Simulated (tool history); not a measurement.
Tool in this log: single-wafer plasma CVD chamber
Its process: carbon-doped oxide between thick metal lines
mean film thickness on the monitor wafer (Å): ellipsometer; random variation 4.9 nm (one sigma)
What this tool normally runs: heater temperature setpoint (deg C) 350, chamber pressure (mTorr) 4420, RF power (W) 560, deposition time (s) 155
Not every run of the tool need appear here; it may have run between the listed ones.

run,hour,heater temperature setpoint (deg C),chamber pressure (mTorr),RF power (W),deposition time (s),"read-back reference wafer on the same gauge, thickness_nm",mean film thickness on the monitor wafer (Å)
1,0.0,350,4420,560,155,807.379,8276.84
2,65.0,350,4420,560,155,806.860,8162.53
3,171.0,350,4420,560,155,806.683,8215.58
4,273.5,350,4420,560,155,807.838,8137.45
5,311.6,350,4420,560,155,806.444,8119.96
6,383.7,350,4420,560,155,806.788,8146.75
7,426.3,350,4420,560,155,807.212,8117.89
8,496.6,350,4420,560,155,806.874,8119.71
9,561.8,354,4420,560,171,806.910,9187.90
10,614.1,350,4420,560,155,807.910,8368.88
11,680.4,350,4420,560,155,807.629,8378.57
12,743.9,350,3780,670,185,806.031,10892.30
13,806.9,350,4420,640,165,806.074,9714.53
14,897.8,336,4420,630,177,807.447,10655.72
15,1061.0,339,4120,560,155,807.084,8447.15
16,1144.1,350,4420,560,155,808.645,8217.18

The log once held 5 entries between its listed runs, left out of this copy. Where does each go, and what is different about the tool's unlogged condition between the listed run before it and the listed run after it?
Runs 7 to 8: showerhead replaced (hour 479.9)
  delivered RF power above the setpoint (%): -5.46 -> -5.8
  measured less the result without the state, mean film thickness on the monitor wafer (Å): -308.80 -> -329.56
Runs 8 to 9: RF generator calibrated (hour 506.6)
  delivered RF power above the setpoint (%): -5.8 -> -0.978
  measured less the result without the state, mean film thickness on the monitor wafer (Å): -329.56 -> -58.82
Runs 9 to 10: capacitance manometer re-zeroed and calibrated (hour 578.9)
  delivered RF power above the setpoint (%): -0.978 -> -1.23
  measured less the result without the state, mean film thickness on the monitor wafer (Å): -58.82 -> -67.72
Runs 11 to 12: thermocouple changed; heater temperature recalibrated (hour 691.9)
  delivered RF power above the setpoint (%): -1.56 -> -1.87
  measured less the result without the state, mean film thickness on the monitor wafer (Å): -85.86 -> -130.38
Runs 14 to 15: gauge calibrated (hour 900.6)
  delivered RF power above the setpoint (%): -2.62 -> -3.42
  measured less the result without the state, mean film thickness on the monitor wafer (Å): -185.40 -> -196.35
